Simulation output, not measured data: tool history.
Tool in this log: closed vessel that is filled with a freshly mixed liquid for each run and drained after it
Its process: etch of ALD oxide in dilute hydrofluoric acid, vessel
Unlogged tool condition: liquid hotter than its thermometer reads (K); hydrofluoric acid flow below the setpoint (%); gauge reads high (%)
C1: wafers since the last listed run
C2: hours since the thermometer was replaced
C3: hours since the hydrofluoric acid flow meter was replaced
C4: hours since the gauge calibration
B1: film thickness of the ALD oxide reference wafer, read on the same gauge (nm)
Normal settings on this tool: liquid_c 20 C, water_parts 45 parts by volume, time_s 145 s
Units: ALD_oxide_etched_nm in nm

run 1 hour=0 | liquid_c=20 water_parts=45 time_s=145 | C1=0 C2=510.4 C3=25.3 C4=586.5 | B1=110.01 | ALD_oxide_etched_nm=35.73
run 2 hour=60.3 | liquid_c=20 water_parts=45 time_s=145 | C1=5620 C2=570.7 C3=85.6 C4=646.8 | B1=109.99 | ALD_oxide_etched_nm=35.75
run 3 hour=108.6 | liquid_c=20 water_parts=45 time_s=145 | C1=4502 C2=619 C3=133.9 C4=695.1 | B1=110 | ALD_oxide_etched_nm=35.88
run 4 hour=212.3 | liquid_c=20 water_parts=45 time_s=145 | C1=9665 C2=722.7 C3=237.6 C4=798.8 | B1=109.98 | ALD_oxide_etched_nm=35.7
run 5 hour=259.6 | liquid_c=20 water_parts=45 time_s=145 | C1=4408 C2=770 C3=284.9 C4=846.1 | B1=110.01 | ALD_oxide_etched_nm=35.85
run 6 hour=349.4 | liquid_c=20 water_parts=45 time_s=175 | C1=8370 C2=859.8 C3=374.7 C4=935.9 | B1=110.01 | ALD_oxide_etched_nm=43.15
-- hour=378.9 thermometer replaced
run 7 hour=420.2 | liquid_c=20 water_parts=45 time_s=175 | C1=6506 C2=41.3 C3=445.5 C4=1006.7 | B1=110 | ALD_oxide_etched_nm=43.73
run 8 hour=482.9 | liquid_c=20 water_parts=45 time_s=175 | C1=5844 C2=104 C3=508.2 C4=1069.4 | B1=109.99 | ALD_oxide_etched_nm=43.49
run 9 hour=585 | liquid_c=22 water_parts=45 time_s=145 | C1=9516 C2=206.1 C3=610.3 C4=1171.5 | B1=110.01 | ALD_oxide_etched_nm=38.79
run 10 hour=628.7 | liquid_c=22 water_parts=45 time_s=145 | C1=4073 C2=249.8 C3=654 C4=1215.2 | B1=109.98 | ALD_oxide_etched_nm=38.97
run 11 hour=731.9 | liquid_c=22 water_parts=45 time_s=145 | C1=9619 C2=353 C3=757.2 C4=1318.4 | B1=110.01 | ALD_oxide_etched_nm=38.86
run 12 hour=832 | liquid_c=17 water_parts=60 time_s=105 | C1=9330 C2=453.1 C3=857.3 C4=1418.5 | B1=110.02 | ALD_oxide_etched_nm=16.88
run 13 hour=887.2 | liquid_c=22 water_parts=45 time_s=145 | C1=5145 C2=508.3 C3=912.5 C4=1473.7 | B1=110 | ALD_oxide_etched_nm=38.91
-- hour=976.6 hydrofluoric acid flow meter replaced
-- hour=988.3 gauge calibrated
run 14 hour=1072 | liquid_c=22 water_parts=35 time_s=230 | C1=17132 C2=693.1 C3=95.4 C4=83.7 | B1=110 | ALD_oxide_etched_nm=80.38
-- hour=1095.2 thermometer replaced
run 15 hour=1146.4 | liquid_c=22.5 water_parts=30 time_s=90 | C1=6841 C2=51.2 C3=169.8 C4=158.1 | B1=110 | ALD_oxide_etched_nm=37.57
run 16 hour=1233.4 | liquid_c=17 water_parts=30 time_s=145 | C1=8109 C2=138.2 C3=256.8 C4=245.1 | B1=110 | ALD_oxide_etched_nm=48.06
run 17 hour=1295.4 | liquid_c=22 water_parts=45 time_s=145 | C1=5779 C2=200.2 C3=318.8 C4=307.1 | B1=110 | ALD_oxide_etched_nm=39.01
run 18 hour=1346.9 | liquid_c=17 water_parts=45 time_s=120 | C1=4800 C2=251.7 C3=370.3 C4=358.6 | B1=110.01 | ALD_oxide_etched_nm=26.34
run 19 hour=1427.6 | liquid_c=22.5 water_parts=45 time_s=80 | C1=7522 C2=332.4 C3=451 C4=439.3 | B1=110 | ALD_oxide_etched_nm=21.89
run 20 hour=1472.2 | liquid_c=20 water_parts=40 time_s=185 | C1=4157 C2=377 C3=495.6 C4=483.9 | B1=110.01 | ALD_oxide_etched_nm=52.16
run 21 hour=1526.7 | liquid_c=22 water_parts=45 time_s=145 | C1=5080 C2=431.5 C3=550.1 C4=538.4 | B1=110.01 | ALD_oxide_etched_nm=39.09
run 22 hour=1611.8 | liquid_c=17 water_parts=60 time_s=110 | C1=7932 C2=516.6 C3=635.2 C4=623.5 | B1=109.99 | ALD_oxide_etched_nm=17.54
run 23 hour=1692.4 | liquid_c=17 water_parts=25 time_s=145 | C1=7512 C2=597.2 C3=715.8 C4=704.1 | B1=110 | ALD_oxide_etched_nm=57.84

Each row is a separate what-if for the run after 23, all from the same tool condition, not one after another. Results?
run A hour=1693.1 | liquid_c=20 water_parts=45 time_s=145 | C1=65 C2=597.9 C3=716.5 C4=704.8 | B1=? | ALD_oxide_etched_nm=?
run B hour=1693.1 | liquid_c=22.5 water_parts=45 time_s=190 | C1=65 C2=597.9 C3=716.5 C4=704.8 | B1=? | ALD_oxide_etched_nm=?
run C hour=1693.1 | liquid_c=20 water_parts=65 time_s=80 | C1=65 C2=597.9 C3=716.5 C4=704.8 | B1=? | ALD_oxide_etched_nm=?
run D hour=1693.1 | liquid_c=17 water_parts=45 time_s=145 | C1=65 C2=597.9 C3=716.5 C4=704.8 | B1=? | ALD_oxide_etched_nm=?

run=A B1=110.01 ALD_oxide_etched_nm=35.89
run=B B1=110.01 ALD_oxide_etched_nm=52.26
run=C B1=110.01 ALD_oxide_etched_nm=13.38
run=D B1=110.01 ALD_oxide_etched_nm=31.53
Without the tool's hidden state the same runs would have given:
run=A ALD_oxide_etched_nm=35.89
run=B ALD_oxide_etched_nm=52.26
run=C ALD_oxide_etched_nm=13.38
run=D ALD_oxide_etched_nm=31.53
